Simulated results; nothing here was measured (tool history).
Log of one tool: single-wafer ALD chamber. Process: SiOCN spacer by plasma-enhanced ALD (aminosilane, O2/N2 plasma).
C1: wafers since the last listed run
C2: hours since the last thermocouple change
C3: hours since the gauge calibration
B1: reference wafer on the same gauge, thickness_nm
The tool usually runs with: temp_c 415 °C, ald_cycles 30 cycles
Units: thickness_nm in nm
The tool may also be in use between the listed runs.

run 1 hour=0.0 | temp_c=415 ald_cycles=30 | C1=0 C2=1189.9 C3=199.3 | B1=2.029 | thickness_nm=1.810
run 2 hour=31.0 | temp_c=415 ald_cycles=30 | C1=166 C2=1220.9 C3=230.3 | B1=2.026 | thickness_nm=1.813
run 3 hour=64.2 | temp_c=415 ald_cycles=30 | C1=177 C2=1254.1 C3=263.5 | B1=2.023 | thickness_nm=1.801
run 4 hour=85.1 | temp_c=408 ald_cycles=30 | C1=112 C2=1275.0 C3=284.4 | B1=2.020 | thickness_nm=1.860
run 5 hour=120.2 | temp_c=408 ald_cycles=30 | C1=188 C2=1310.1 C3=319.5 | B1=2.020 | thickness_nm=1.853
run 6 hour=150.6 | temp_c=409 ald_cycles=30 | C1=162 C2=1340.5 C3=349.9 | B1=2.016 | thickness_nm=1.843
run 7 hour=173.8 | temp_c=415 ald_cycles=30 | C1=124 C2=1363.7 C3=373.1 | B1=2.014 | thickness_nm=1.790
run 8 hour=199.5 | temp_c=415 ald_cycles=30 | C1=137 C2=1389.4 C3=398.8 | B1=2.013 | thickness_nm=1.795
run 9 hour=217.9 | temp_c=415 ald_cycles=30 | C1=98 C2=1407.8 C3=417.2 | B1=2.012 | thickness_nm=1.804
run 10 hour=244.0 | temp_c=410 ald_cycles=30 | C1=139 C2=1433.9 C3=443.3 | B1=2.007 | thickness_nm=1.820
run 11 hour=256.0 | temp_c=429 ald_cycles=33 | C1=64 C2=1445.9 C3=455.3 | B1=2.009 | thickness_nm=1.868
-- hour=258.4 gauge calibrated
run 12 hour=284.4 | temp_c=427 ald_cycles=27 | C1=152 C2=1474.3 C3=26.0 | B1=2.039 | thickness_nm=1.574
run 13 hour=317.0 | temp_c=411 ald_cycles=25 | C1=174 C2=1506.9 C3=58.6 | B1=2.036 | thickness_nm=1.538
-- hour=339.7 thermocouple changed; heater temperature recalibrated
run 14 hour=344.4 | temp_c=421 ald_cycles=34 | C1=103 C2=4.7 C3=86.0 | B1=2.034 | thickness_nm=2.014
run 15 hour=360.8 | temp_c=406 ald_cycles=26 | C1=87 C2=21.1 C3=102.4 | B1=2.034 | thickness_nm=1.627
run 16 hour=379.9 | temp_c=406 ald_cycles=24 | C1=102 C2=40.2 C3=121.5 | B1=2.030 | thickness_nm=1.500
run 17 hour=414.9 | temp_c=408 ald_cycles=25 | C1=187 C2=75.2 C3=156.5 | B1=2.028 | thickness_nm=1.542
run 18 hour=449.6 | temp_c=415 ald_cycles=30 | C1=185 C2=109.9 C3=191.2 | B1=2.025 | thickness_nm=1.802

Forecast each of these 3 alternatives for the next run:
run A hour=450.1 | temp_c=429 ald_cycles=30 | C1=2 C2=110.4 C3=191.7 | B1=? | thickness_nm=?
run B hour=450.1 | temp_c=400 ald_cycles=27 | C1=2 C2=110.4 C3=191.7 | B1=? | thickness_nm=?
run C hour=450.1 | temp_c=402 ald_cycles=26 | C1=2 C2=110.4 C3=191.7 | B1=? | thickness_nm=?

run=A B1=2.025 thickness_nm=1.715
run=B B1=2.025 thickness_nm=1.702
run=C B1=2.025 thickness_nm=1.638
Stripped of hidden state, with their random variation kept, the same runs would have yielded:
run=A thickness_nm=1.728
run=B thickness_nm=1.714
run=C thickness_nm=1.650

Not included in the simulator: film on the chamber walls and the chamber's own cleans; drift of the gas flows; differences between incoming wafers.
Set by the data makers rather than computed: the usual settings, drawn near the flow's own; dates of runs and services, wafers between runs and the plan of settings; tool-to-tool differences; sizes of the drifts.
